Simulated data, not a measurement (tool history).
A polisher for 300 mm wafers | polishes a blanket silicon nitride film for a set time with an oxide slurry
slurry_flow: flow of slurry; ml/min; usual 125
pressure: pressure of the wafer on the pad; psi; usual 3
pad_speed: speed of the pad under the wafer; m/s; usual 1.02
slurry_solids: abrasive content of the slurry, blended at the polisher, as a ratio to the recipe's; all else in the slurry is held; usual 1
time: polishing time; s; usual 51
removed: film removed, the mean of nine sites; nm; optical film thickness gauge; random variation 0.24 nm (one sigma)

| run | day | slurry_flow | pressure | pad_speed | slurry_solids | time | incoming thickness of the incoming film, nm | removed |
|---|---|---|---|---|---|---|---|---|
| 1 | 0 | 125 | 3 | 0.94 | 1 | 51 | 568.7 | 24.8 |
| 2 | 3.583 | 125 | 3 | 0.94 | 1 | 51 | 571.5 | 24.4 |
| 3 | 5.225 | 125 | 3 | 0.94 | 1 | 51 | 572.9 | 24.2 |
|  | 6.046 | slurry blender recalibrated |
| 4 | 7.933 | 125 | 3 | 1.02 | 1 | 51 | 564.9 | 26.3 |
|  | 8.562 | conditioning disc replaced and pad reconditioned |
|  | 9.021 | worn pad replaced by a new one |
| 5 | 10.317 | 125 | 3 | 1.26 | 1 | 51 | 570.8 | 30.8 |
| 6 | 13.392 | 125 | 3 | 1.02 | 1 | 51 | 557.7 | 26.3 |
| 7 | 15.158 | 125 | 3 | 1.02 | 1 | 51 | 576.1 | 26 |
| 8 | 18.717 | 125 | 3 | 1.02 | 1 | 51 | 563.5 | 26.2 |
|  | 19.083 | slurry nozzle cleaned |
| 9 | 21.246 | 125 | 3.5 | 1.02 | 1 | 51 | 570 | 30.1 |
|  | 25.054 | head pressure recalibrated |
| 10 | 25.538 | 95 | 3.7 | 1.02 | 1.2 | 61 | 566.5 | 38 |
|  | 29.183 | worn pad replaced by a new one |
|  | 29.283 | slurry blender recalibrated |
| 11 | 29.575 | 125 | 3 | 0.94 | 1 | 51 | 570.3 | 24.8 |
|  | 31.646 | conditioning disc replaced and pad reconditioned |
| 12 | 31.804 | 125 | 2 | 1.02 | 1 | 46 | 559.3 | 16 |
| 13 | 33.342 | 125 | 3 | 1.02 | 1 | 41 | 572.2 | 20.9 |
| 14 | 37.317 | 155 | 3 | 0.9 | 0.8 | 36 | 566.8 | 15.9 |
|  | 39.767 | slurry nozzle cleaned |
| 15 | 41.504 | 100 | 3.3 | 0.74 | 0.75 | 51 | 568.3 | 18.7 |
|  | 46.917 | slurry blender recalibrated |
|  | 47.788 | worn pad replaced by a new one |
| 16 | 49.1 | 125 | 3 | 0.7 | 1 | 35 | 578.7 | 13 |
| 17 | 51.771 | 125 | 3.5 | 1.02 | 1.1 | 51 | 568.1 | 31.7 |
|  | 52.979 | conditioning disc replaced and pad reconditioned |
| 18 | 55.892 | 125 | 3 | 1.02 | 1 | 51 | 569.1 | 26.4 |
| 19 | 59.517 | 125 | 2.3 | 1.02 | 1 | 64 | 558.1 | 25.7 |
| 20 | 63.558 | 125 | 3 | 1.02 | 1 | 51 | 563.4 | 26.3 |
|  | 65.25 | slurry nozzle cleaned |
| 21 | 66.246 | 125 | 3 | 1.12 | 1 | 51 | 563.7 | 28.3 |
|  | 66.462 | worn pad replaced by a new one |
|  | 66.671 | slurry blender recalibrated |
|  | 68.221 | head pressure recalibrated |
| 22 | 69.162 | 105 | 3.5 | 1.02 | 1 | 61 | 567.4 | 35.1 |
| 23 | 70.783 | 135 | 3 | 1.02 | 1 | 44 | 566.1 | 22.8 |
| 24 | 72.675 | 125 | 3 | 1.02 | 1 | 51 | 573.7 | 26.1 |

Forecast each of these 5 alternatives for the next run:
| A | 72.692 | 125 | 3 | 1.02 | 1 | 51 | 572.9 | ? |
| B | 72.692 | 125 | 2.3 | 1.02 | 1 | 60 | 572.9 | ? |
| C | 72.692 | 150 | 3 | 1.02 | 1 | 60 | 572.9 | ? |
| D | 72.692 | 125 | 3 | 1.22 | 0.8 | 62 | 572.9 | ? |
| E | 72.692 | 125 | 3 | 0.82 | 0.7 | 36 | 572.9 | ? |

| run | removed |
|---|---|
| A | 26 |
| B | 23.7 |
| C | 31.6 |
| D | 33.7 |
| E | 13.6 |
Without the tool's hidden state the same runs would have given:
| run | removed |
|---|---|
| A | 26 |
| B | 23.7 |
| C | 31.6 |
| D | 33.7 |
| E | 13.6 |
